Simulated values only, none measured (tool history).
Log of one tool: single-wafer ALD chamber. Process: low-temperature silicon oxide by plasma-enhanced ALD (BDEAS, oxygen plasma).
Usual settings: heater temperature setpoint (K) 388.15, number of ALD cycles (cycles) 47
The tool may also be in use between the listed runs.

run   hour  heater temperature setpoint (K)  number of ALD cycles (cycles)  wafers since the last listed run  hours since the last thermocouple change  hours since the gauge calibration  read-back reference wafer on the same gauge, thickness_nm  mean film thickness on the monitor wafer (Å)
  1    0.0                           388.15                             47                                 0                                    1678.6                              198.6                                                      5.550                                         65.03
  2   14.7                           388.15                             47                                79                                    1693.3                              213.3                                                      5.549                                         65.06
  3   30.6                           388.15                             47                                85                                    1709.2                              229.2                                                      5.545                                         65.24
  4   43.9                           388.15                             41                                71                                    1722.5                              242.5                                                      5.548                                         56.70
  5   57.2                           388.15                             41                                71                                    1735.8                              255.8                                                      5.553                                         56.71
  6   78.3                           388.15                             47                               113                                    1756.9                              276.9                                                      5.554                                         65.18
  7  107.4                           388.15                             47                               156                                    1786.0                              306.0                                                      5.549                                         65.29
  8  138.6                           388.15                             47                               167                                    1817.2                              337.2                                                      5.544                                         65.14
  9  162.6                           388.15                             47                               129                                    1841.2                              361.2                                                      5.548                                         65.31
 10  187.5                           388.15                             47                               134                                    1866.1                              386.1                                                      5.542                                         65.41
 11  210.1                           388.15                             47                               121                                    1888.7                              408.7                                                      5.543                                         65.25
 12  241.1                           388.15                             47                               166                                    1919.7                              439.7                                                      5.547                                         65.32
 13  269.2                           388.15                             47                               151                                    1947.8                              467.8                                                      5.540                                         65.24
 14  292.5                           388.15                             47                               125                                    1971.1                              491.1                                                      5.551                                         65.04
 15  307.6                           397.15                             47                                81                                    1986.2                              506.2                                                      5.544                                         63.73
 16  324.2                           381.15                             40                                89                                    2002.8                              522.8                                                      5.560                                         56.12
 17  339.4                           384.15                             47                                81                                    2018.0                              538.0                                                      5.551                                         65.42
 18  363.9                           397.15                             56                               131                                    2042.5                              562.5                                                      5.548                                         75.94
     382.4  -- thermocouple changed; heater temperature recalibrated
 19  382.9                           388.15                             47                                59                                       0.5                              581.5                                                      5.552                                         65.24
     400.6  -- gauge calibrated
 20  407.6                           376.15                             47                               132                                      25.2                                7.0                                                      5.551                                         66.85

Forecast run 21:
 21  427.8                           379.15                             42                               108                                      45.4                               27.2                                                          ?                                             ?

{"run 21": {"read-back reference wafer on the same gauge, thickness_nm": 5.554, "mean film thickness on the monitor wafer (Å)": 59.11}}
Without the tool's hidden state the same run would have given mean film thickness on the monitor wafer (Å) 59.11.

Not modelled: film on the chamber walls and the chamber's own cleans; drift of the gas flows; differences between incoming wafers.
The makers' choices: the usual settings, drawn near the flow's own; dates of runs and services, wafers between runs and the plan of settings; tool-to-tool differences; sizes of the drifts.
